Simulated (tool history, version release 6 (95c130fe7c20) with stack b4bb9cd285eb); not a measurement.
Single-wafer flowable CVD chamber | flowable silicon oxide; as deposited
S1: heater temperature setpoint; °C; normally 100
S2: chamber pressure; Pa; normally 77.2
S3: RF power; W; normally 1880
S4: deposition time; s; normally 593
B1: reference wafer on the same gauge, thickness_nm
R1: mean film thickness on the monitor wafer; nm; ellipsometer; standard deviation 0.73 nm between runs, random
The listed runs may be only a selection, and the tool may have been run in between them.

Run 1, hour 0.0: usual settings; B1 193.924. Result: R1 220.026 nm.
Run 2, hour 47.4: usual settings; B1 193.915. Result: R1 221.107 nm.
Run 3, hour 113.8: usual settings but S2 86.1 Pa; B1 193.917. Result: R1 245.024 nm.
Run 4, hour 144.8: usual settings but S2 86.1 Pa; B1 193.959. Result: R1 244.433 nm.
Run 5, hour 178.4: usual settings but S2 86.1 Pa; B1 194.034. Result: R1 245.359 nm.
Run 6, hour 221.6: usual settings but S2 62.9 Pa; B1 194.123. Result: R1 180.055 nm.
At hour 271.3: RF generator calibrated.
Run 7, hour 280.5: usual settings but S4 536 s; B1 193.868. Result: R1 197.187 nm.
Run 8, hour 332.3: usual settings but S4 536 s; B1 193.968. Result: R1 197.913 nm.
At hour 361.6: gauge calibrated.
Run 9, hour 374.4: usual settings; B1 194.141. Result: R1 217.550 nm.
Run 10, hour 411.5: usual settings; B1 193.967. Result: R1 217.648 nm.
Run 11, hour 481.2: usual settings; B1 193.917. Result: R1 218.099 nm.
Run 12, hour 534.0: usual settings; B1 194.087. Result: R1 217.073 nm.
At hour 544.3: thermocouple changed; heater temperature recalibrated.
At hour 577.5: showerhead replaced.
Run 13, hour 580.2: usual settings but S4 491 s; B1 193.783. Result: R1 185.616 nm.

For run 14, what comes out?
Run 14, hour 643.1: usual settings but S1 96 °C, S3 2000 W; B1 ?. Result: R1 ?.

B1: 194.005
R1: 258.765 nm
Minus the tool's unlogged condition, the same run would have read R1 260.520 nm.
